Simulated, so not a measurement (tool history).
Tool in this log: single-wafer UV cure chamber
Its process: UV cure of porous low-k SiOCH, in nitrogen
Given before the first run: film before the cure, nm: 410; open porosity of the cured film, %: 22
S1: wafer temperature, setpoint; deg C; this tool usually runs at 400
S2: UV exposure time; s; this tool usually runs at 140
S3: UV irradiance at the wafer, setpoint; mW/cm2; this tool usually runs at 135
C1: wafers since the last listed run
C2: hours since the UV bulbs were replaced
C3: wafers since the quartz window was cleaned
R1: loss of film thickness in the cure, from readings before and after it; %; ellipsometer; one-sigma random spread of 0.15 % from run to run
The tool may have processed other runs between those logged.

{"run": 1, "day": 0.0, "S1": 400, "S2": 105, "S3": 135, "C1": 0, "C2": 940.3, "C3": 1576, "R1": 10.005}
{"run": 2, "day": 0.267, "S1": 400, "S2": 105, "S3": 135, "C1": 25, "C2": 946.7, "C3": 1601, "R1": 10.143}
{"run": 3, "day": 0.921, "S1": 400, "S2": 140, "S3": 125, "C1": 62, "C2": 962.4, "C3": 1663, "R1": 11.529}
{"run": 4, "day": 1.196, "S1": 400, "S2": 140, "S3": 152, "C1": 26, "C2": 969.0, "C3": 1690, "R1": 12.096}
{"run": 5, "day": 1.475, "S1": 400, "S2": 140, "S3": 152, "C1": 26, "C2": 975.7, "C3": 1716, "R1": 11.971}
{"run": 6, "day": 1.871, "S1": 400, "S2": 140, "S3": 116, "C1": 37, "C2": 985.2, "C3": 1754, "R1": 10.841}
{"run": 7, "day": 2.3, "S1": 400, "S2": 140, "S3": 116, "C1": 40, "C2": 995.5, "C3": 1795, "R1": 10.774}
{"run": 8, "day": 3.021, "S1": 400, "S2": 140, "S3": 135, "C1": 68, "C2": 1012.8, "C3": 1864, "R1": 11.39}
{"run": 9, "day": 3.4, "S1": 400, "S2": 140, "S3": 135, "C1": 36, "C2": 1021.9, "C3": 1900, "R1": 11.323}
{"run": 10, "day": 4.096, "S1": 400, "S2": 140, "S3": 135, "C1": 66, "C2": 1038.6, "C3": 1966, "R1": 11.222}
{"run": 11, "day": 4.742, "S1": 395, "S2": 140, "S3": 135, "C1": 61, "C2": 1054.1, "C3": 2028, "R1": 11.309}
{"run": 12, "day": 5.35, "S1": 395, "S2": 140, "S3": 135, "C1": 57, "C2": 1068.7, "C3": 2086, "R1": 11.456}
{"day": 5.954, "done": "UV bulbs replaced"}
{"run": 13, "day": 5.975, "S1": 395, "S2": 140, "S3": 135, "C1": 27, "C2": 0.5, "C3": 2113, "R1": 11.484}
{"run": 14, "day": 6.038, "S1": 400, "S2": 205, "S3": 135, "C1": 5, "C2": 2.0, "C3": 2119, "R1": 13.157}
{"run": 15, "day": 6.471, "S1": 400, "S2": 205, "S3": 135, "C1": 41, "C2": 12.4, "C3": 2161, "R1": 13.066}
{"run": 16, "day": 7.117, "S1": 400, "S2": 195, "S3": 135, "C1": 61, "C2": 27.9, "C3": 2222, "R1": 13.02}
{"run": 17, "day": 7.371, "S1": 400, "S2": 140, "S3": 135, "C1": 24, "C2": 34.0, "C3": 2246, "R1": 11.303}
{"run": 18, "day": 7.788, "S1": 400, "S2": 140, "S3": 135, "C1": 39, "C2": 44.0, "C3": 2286, "R1": 11.149}
{"run": 19, "day": 8.45, "S1": 400, "S2": 140, "S3": 135, "C1": 63, "C2": 59.9, "C3": 2349, "R1": 11.289}
{"run": 20, "day": 10.471, "S1": 415, "S2": 105, "S3": 154, "C1": 192, "C2": 108.4, "C3": 2542, "R1": 10.686}

What does the tool deliver on the next run?
{"run": 21, "day": 11.025, "S1": 400, "S2": 205, "S3": 135, "C1": 52, "C2": 121.7, "C3": 2595, "R1": "?"}

Logged for run 21: R1 13.265 %.
Were there no unlogged condition in the tool, this run, its random variation unchanged, would have produced R1 14.433 %.
